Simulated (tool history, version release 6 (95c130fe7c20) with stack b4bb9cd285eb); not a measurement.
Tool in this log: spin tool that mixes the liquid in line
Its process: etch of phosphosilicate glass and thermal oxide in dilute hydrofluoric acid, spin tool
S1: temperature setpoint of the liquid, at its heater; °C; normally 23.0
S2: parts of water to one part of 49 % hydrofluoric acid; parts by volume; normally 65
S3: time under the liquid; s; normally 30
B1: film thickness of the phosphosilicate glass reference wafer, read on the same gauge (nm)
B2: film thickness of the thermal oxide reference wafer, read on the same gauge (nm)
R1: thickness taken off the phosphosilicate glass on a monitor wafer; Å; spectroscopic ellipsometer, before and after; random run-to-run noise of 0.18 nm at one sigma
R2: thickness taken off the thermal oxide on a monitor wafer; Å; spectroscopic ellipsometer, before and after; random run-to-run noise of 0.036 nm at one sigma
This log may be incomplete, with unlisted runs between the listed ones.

run 1 hour=0.0 | S1=23.0 S2=65 S3=30 | B1=100.01 B2=89.991 | R1=281.5 R2=24.48
run 2 hour=12.2 | S1=23.0 S2=80 S3=45 | B1=100.00 B2=89.991 | R1=334.6 R2=28.63
run 3 hour=36.3 | S1=23.0 S2=80 S3=45 | B1=99.99 B2=90.020 | R1=335.1 R2=29.52
run 4 hour=51.9 | S1=23.0 S2=80 S3=45 | B1=99.98 B2=90.010 | R1=335.2 R2=29.28
run 5 hour=83.9 | S1=27.0 S2=65 S3=30 | B1=99.99 B2=90.006 | R1=329.4 R2=29.07
run 6 hour=113.9 | S1=27.0 S2=65 S3=30 | B1=99.99 B2=89.997 | R1=330.5 R2=28.46
run 7 hour=136.3 | S1=27.0 S2=65 S3=30 | B1=100.00 B2=90.005 | R1=333.9 R2=29.01
run 8 hour=172.1 | S1=23.0 S2=80 S3=30 | B1=99.98 B2=90.020 | R1=222.9 R2=19.72
run 9 hour=199.3 | S1=23.0 S2=65 S3=15 | B1=99.99 B2=89.984 | R1=140.5 R2=12.07
run 10 hour=232.0 | S1=23.0 S2=75 S3=30 | B1=100.01 B2=89.991 | R1=240.8 R2=20.45
run 11 hour=259.7 | S1=23.0 S2=95 S3=25 | B1=100.00 B2=90.029 | R1=156.4 R2=13.54
-- hour=271.8 gauge calibrated
run 12 hour=286.9 | S1=20.0 S2=35 S3=30 | B1=100.03 B2=90.031 | R1=478.3 R2=40.76
-- hour=315.3 hydrofluoric acid flow meter replaced
-- hour=318.7 thermometer replaced
run 13 hour=322.4 | S1=23.0 S2=65 S3=45 | B1=100.00 B2=89.980 | R1=458.6 R2=39.69
run 14 hour=348.9 | S1=21.0 S2=40 S3=20 | B1=100.01 B2=90.003 | R1=309.0 R2=26.77
run 15 hour=368.4 | S1=23.0 S2=75 S3=30 | B1=99.97 B2=89.997 | R1=260.7 R2=22.98
run 16 hour=385.4 | S1=23.0 S2=90 S3=30 | B1=100.01 B2=90.001 | R1=216.0 R2=18.42
run 17 hour=410.9 | S1=25.5 S2=65 S3=20 | B1=99.99 B2=90.014 | R1=225.2 R2=19.65
-- hour=431.8 hydrofluoric acid flow meter replaced, repeated, since the last time left the tool worse
run 18 hour=440.6 | S1=23.0 S2=65 S3=30 | B1=99.99 B2=89.995 | R1=266.9 R2=23.02
run 19 hour=467.4 | S1=23.0 S2=65 S3=40 | B1=100.00 B2=90.021 | R1=348.3 R2=29.89
run 20 hour=499.6 | S1=20.5 S2=80 S3=35 | B1=99.99 B2=90.003 | R1=221.2 R2=19.05
run 21 hour=526.1 | S1=26.0 S2=85 S3=20 | B1=100.01 B2=89.984 | R1=146.4 R2=12.60
run 22 hour=552.0 | S1=18.5 S2=50 S3=35 | B1=100.01 B2=89.991 | R1=337.3 R2=29.24
run 23 hour=570.9 | S1=23.0 S2=65 S3=30 | B1=100.01 B2=90.042 | R1=260.2 R2=22.54
run 24 hour=599.6 | S1=23.0 S2=55 S3=35 | B1=99.98 B2=90.022 | R1=371.8 R2=31.18
run 25 hour=622.2 | S1=23.0 S2=65 S3=30 | B1=100.01 B2=89.994 | R1=260.0 R2=23.22
run 26 hour=641.9 | S1=23.0 S2=65 S3=30 | B1=100.04 B2=90.024 | R1=266.7 R2=22.57

What the log doesn't show, run by run:
liquid hotter than its thermometer reads (K): 0 in every run
gauge reads high (%): 0 in every run
H1: hydrofluoric acid flow above the setpoint (%)
run=1 H1=6.63
run=2 H1=6.67
run=3 H1=6.75
run=4 H1=6.8
run=5 H1=6.9
run=6 H1=7
run=7 H1=7.08
run=8 H1=7.19
run=9 H1=7.28
run=10 H1=7.39
run=11 H1=7.48
run=12 H1=7.57
run=13 H1=15.2
run=14 H1=15.3
run=15 H1=15.4
run=16 H1=15.5
run=17 H1=15.5
run=18 H1=0.624
run=19 H1=0.712
run=20 H1=0.819
run=21 H1=0.906
run=22 H1=0.992
run=23 H1=1.05
run=24 H1=1.15
run=25 H1=1.22
run=26 H1=1.29
